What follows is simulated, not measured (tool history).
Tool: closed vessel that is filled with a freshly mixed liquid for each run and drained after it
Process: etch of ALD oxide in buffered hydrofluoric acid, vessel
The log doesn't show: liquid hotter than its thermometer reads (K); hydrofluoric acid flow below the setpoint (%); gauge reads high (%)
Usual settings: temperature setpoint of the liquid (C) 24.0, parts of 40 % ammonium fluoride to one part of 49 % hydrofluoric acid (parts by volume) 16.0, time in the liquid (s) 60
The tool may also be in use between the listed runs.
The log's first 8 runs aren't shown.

run    hour  temperature setpoint of the liquid (C)  parts of 40 % ammonium fluoride to one part of 49 % hydrofluoric acid (parts by volume)  time in the liquid (s)  wafers since the last listed run  hours since the thermometer was replaced  hours since the hydrofluoric acid flow meter was replaced  hours since the gauge calibration  read-back film thickness of the ALD oxide reference wafer, read on the same gauge (nm)  thickness taken off the ALD oxide on a monitor wafer (nm)
  9   628.7                                    20.0                                                                                     16.0                      50                             21066                                    2300.7                                                      892.4                             1298.1                                                                                  101.84                                                      30.39
 10   711.4                                    20.0                                                                                     16.0                      50                             10675                                    2383.4                                                      975.1                             1380.8                                                                                  102.06                                                      31.10
 11   781.7                                    20.0                                                                                     16.0                      50                              9074                                    2453.7                                                     1045.4                             1451.1                                                                                  102.28                                                      30.54
 12   824.0                                    24.0                                                                                     11.0                      60                              5460                                    2496.0                                                     1087.7                             1493.4                                                                                  102.41                                                      66.02
      830.0  -- thermometer replaced
 13   866.0                                    24.0                                                                                     11.0                      60                              5292                                      36.0                                                     1129.7                             1535.4                                                                                  102.62                                                      64.95
 14   909.5                                    24.0                                                                                     11.0                      60                              5615                                      79.5                                                     1173.2                             1578.9                                                                                  102.73                                                      66.19
 15  1012.0                                    24.0                                                                                     11.5                      70                             13231                                     182.0                                                     1275.7                             1681.4                                                                                  103.14                                                      73.32
     1026.9  -- gauge calibrated
 16  1089.7                                    24.0                                                                                     11.5                      70                             10030                                     259.7                                                     1353.4                               62.8                                                                                  100.47                                                      71.98
 17  1178.7                                    24.0                                                                                     13.0                      60                             11488                                     348.7                                                     1442.4                              151.8                                                                                  100.49                                                      55.22
 18  1285.1                                    24.0                                                                                     21.5                      60                             13734                                     455.1                                                     1548.8                              258.2                                                                                  100.55                                                      34.38
 19  1540.0                                    26.0                                                                                     16.0                      60                             32904                                     710.0                                                     1803.7                              513.1                                                                                  100.77                                                      50.45
 20  1631.2                                    24.0                                                                                     16.0                      60                             11772                                     801.2                                                     1894.9                              604.3                                                                                  100.86                                                      45.09
     1731.3  -- hydrofluoric acid flow meter replaced
 21  1860.3                                    24.0                                                                                     13.5                      45                             29444                                    1030.3                                                      129.0                              833.4                                                                                  101.26                                                      40.49
 22  1959.8                                    24.0                                                                                     10.5                      60                             12844                                    1129.8                                                      228.5                              932.9                                                                                  101.45                                                      68.07
 23  2027.5                                    24.0                                                                                     16.0                      85                              8739                                    1197.5                                                      296.2                             1000.6                                                                                  101.62                                                      64.11
 24  2068.7                                    29.0                                                                                     16.0                      75                              5318                                    1238.7                                                      337.4                             1041.8                                                                                  101.71                                                      72.91
 25  2142.2                                    21.5                                                                                     13.5                      80                              9487                                    1312.2                                                      410.9                             1115.3                                                                                  101.91                                                      60.97
 26  2220.0                                    24.0                                                                                     16.0                      60                             10042                                    1390.0                                                      488.7                             1193.1                                                                                  102.10                                                      45.41
 27  2313.0                                    27.5                                                                                     13.0                      75                             12005                                    1483.0                                                      581.7                             1286.1                                                                                  102.35                                                      85.17
 28  2377.6                                    25.5                                                                                     19.0                      70                              8339                                    1547.6                                                      646.3                             1350.7                                                                                  102.53                                                      48.18
 29  2443.4                                    24.0                                                                                     16.0                      60                              8493                                    1613.4                                                      712.1                             1416.5                                                                                  102.76                                                      46.33
 30  2528.5                                    21.0                                                                                     16.0                      60                             10985                                    1698.5                                                      797.2                             1501.6                                                                                  103.02                                                      39.44
 31  2567.9                                    22.5                                                                                     10.0                      60                              5086                                    1737.9                                                      836.6                             1541.0                                                                                  103.19                                                      67.64
 32  2647.1                                    24.0                                                                                     16.0                      50                             10223                                    1817.1                                                      915.8                             1620.2                                                                                  103.42                                                      38.21
 33  2739.9                                    26.5                                                                                     19.5                      30                             11979                                    1909.9                                                     1008.6                             1713.0                                                                                  103.82                                                      22.17

5 ways to go on from here, each from the tool as it stands after run 33. What would each give?
  A  2740.6                                    21.5                                                                                     16.0                      60                                90                                    1910.6                                                     1009.3                             1713.7                                                                                       ?                                                          ?
  B  2740.6                                    22.5                                                                                     21.0                      60                                90                                    1910.6                                                     1009.3                             1713.7                                                                                       ?                                                          ?
  C  2740.6                                    28.5                                                                                     16.0                      40                                90                                    1910.6                                                     1009.3                             1713.7                                                                                       ?                                                          ?
  D  2740.6                                    21.5                                                                                     22.0                      60                                90                                    1910.6                                                     1009.3                             1713.7                                                                                       ?                                                          ?
  E  2740.6                                    28.5                                                                                     21.0                      90                                90                                    1910.6                                                     1009.3                             1713.7                                                                                       ?                                                          ?

run  read-back film thickness of the ALD oxide reference wafer, read on the same gauge (nm)  thickness taken off the ALD oxide on a monitor wafer (nm)
  A                                                                                  103.85                                                      40.20
  B                                                                                  103.85                                                      32.97
  C                                                                                  103.85                                                      39.19
  D                                                                                  103.85                                                      30.21
  E                                                                                  103.85                                                      68.49
Without the tool's hidden state the same runs would have given:
run  thickness taken off the ALD oxide on a monitor wafer (nm)
  A                                                      38.72
  B                                                      31.75
  C                                                      37.75
  D                                                      29.09
  E                                                      65.96
